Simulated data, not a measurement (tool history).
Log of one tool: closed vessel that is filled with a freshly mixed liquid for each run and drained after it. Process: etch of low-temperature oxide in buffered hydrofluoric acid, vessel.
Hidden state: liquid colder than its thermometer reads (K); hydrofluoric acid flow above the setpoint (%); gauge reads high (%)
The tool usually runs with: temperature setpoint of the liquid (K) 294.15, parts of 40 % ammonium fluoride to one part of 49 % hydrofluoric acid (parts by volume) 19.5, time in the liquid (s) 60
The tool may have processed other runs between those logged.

| run | hour | temperature setpoint of the liquid (K) | parts of 40 % ammonium fluoride to one part of 49 % hydrofluoric acid (parts by volume) | time in the liquid (s) | wafers since the last listed run | hours since the thermometer was replaced | hours since the hydrofluoric acid flow meter was replaced | hours since the gauge calibration | read-back film thickness of the low-temperature oxide reference wafer, read on the same gauge (nm) | thickness taken off the low-temperature oxide on a monitor wafer (angstrom) |
|---|---|---|---|---|---|---|---|---|---|---|
| 1 | 0 | 294.15 | 19.5 | 60 | 0 | 1666.9 | 1277.9 | 109.5 | 120.05 | 1411.8 |
| 2 | 14.3 | 294.15 | 19.5 | 60 | 2179 | 1681.2 | 1292.2 | 123.8 | 120.04 | 1410.9 |
|  | 62.1 | gauge calibrated |
| 3 | 66.4 | 294.15 | 19.5 | 60 | 7939 | 1733.3 | 1344.3 | 4.3 | 119.99 | 1401.4 |
| 4 | 79.1 | 294.15 | 19.5 | 60 | 1935 | 1746 | 1357 | 17 | 119.99 | 1415.1 |
|  | 85.1 | thermometer replaced |
| 5 | 95 | 294.15 | 19.5 | 60 | 2270 | 9.9 | 1372.9 | 32.9 | 120.04 | 1587.7 |
| 6 | 108.7 | 294.15 | 19.5 | 60 | 2087 | 23.6 | 1386.6 | 46.6 | 120.06 | 1583.7 |
| 7 | 122.8 | 294.15 | 19.5 | 45 | 2148 | 37.7 | 1400.7 | 60.7 | 119.98 | 1189.8 |
| 8 | 135 | 294.15 | 25 | 60 | 1859 | 49.9 | 1412.9 | 72.9 | 120.02 | 1295.3 |
| 9 | 141.6 | 294.15 | 25 | 60 | 1005 | 56.5 | 1419.5 | 79.5 | 119.94 | 1287.2 |
| 10 | 153.3 | 294.15 | 19.5 | 80 | 1782 | 68.2 | 1431.2 | 91.2 | 119.98 | 2116.5 |
| 11 | 168.2 | 294.15 | 15 | 75 | 2270 | 83.1 | 1446.1 | 106.1 | 120.03 | 2555.6 |
| 12 | 179.7 | 295.65 | 19.5 | 60 | 1752 | 94.6 | 1457.6 | 117.6 | 119.98 | 1719 |
| 13 | 188.9 | 296.15 | 19.5 | 60 | 1401 | 103.8 | 1466.8 | 126.8 | 119.98 | 1777.3 |
|  | 194.3 | hydrofluoric acid flow meter replaced |
|  | 196.5 | gauge calibrated |
| 14 | 205.7 | 294.15 | 23.5 | 35 | 2407 | 120.6 | 11.4 | 9.2 | 119.98 | 736.6 |
| 15 | 220.3 | 294.15 | 19.5 | 60 | 2224 | 135.2 | 26 | 23.8 | 120 | 1462.1 |
| 16 | 230.6 | 294.15 | 19.5 | 60 | 1569 | 145.5 | 36.3 | 34.1 | 120 | 1454.7 |
| 17 | 241.3 | 294.15 | 13 | 70 | 1630 | 156.2 | 47 | 44.8 | 120.01 | 2535 |
| 18 | 249.1 | 297.65 | 12 | 80 | 1188 | 164 | 54.8 | 52.6 | 120.04 | 3795.9 |

Alternative continuations, all from the tool just after run 18; predict every row:
| A | 249.8 | 294.15 | 19.5 | 60 | 106 | 164.7 | 55.5 | 53.3 | ? | ? |
| B | 249.8 | 290.15 | 13.5 | 60 | 106 | 164.7 | 55.5 | 53.3 | ? | ? |
| C | 249.8 | 291.65 | 19.5 | 45 | 106 | 164.7 | 55.5 | 53.3 | ? | ? |

| run | read-back film thickness of the low-temperature oxide reference wafer, read on the same gauge (nm) | thickness taken off the low-temperature oxide on a monitor wafer (angstrom) |
|---|---|---|
| A | 120 | 1459.7 |
| B | 120 | 1671.9 |
| C | 120 | 950.8 |
With the hidden condition removed and each run's random variation left untouched, the same runs would have given:
| run | thickness taken off the low-temperature oxide on a monitor wafer (angstrom) |
|---|---|
| A | 1470 |
| B | 1685 |
| C | 957.9 |
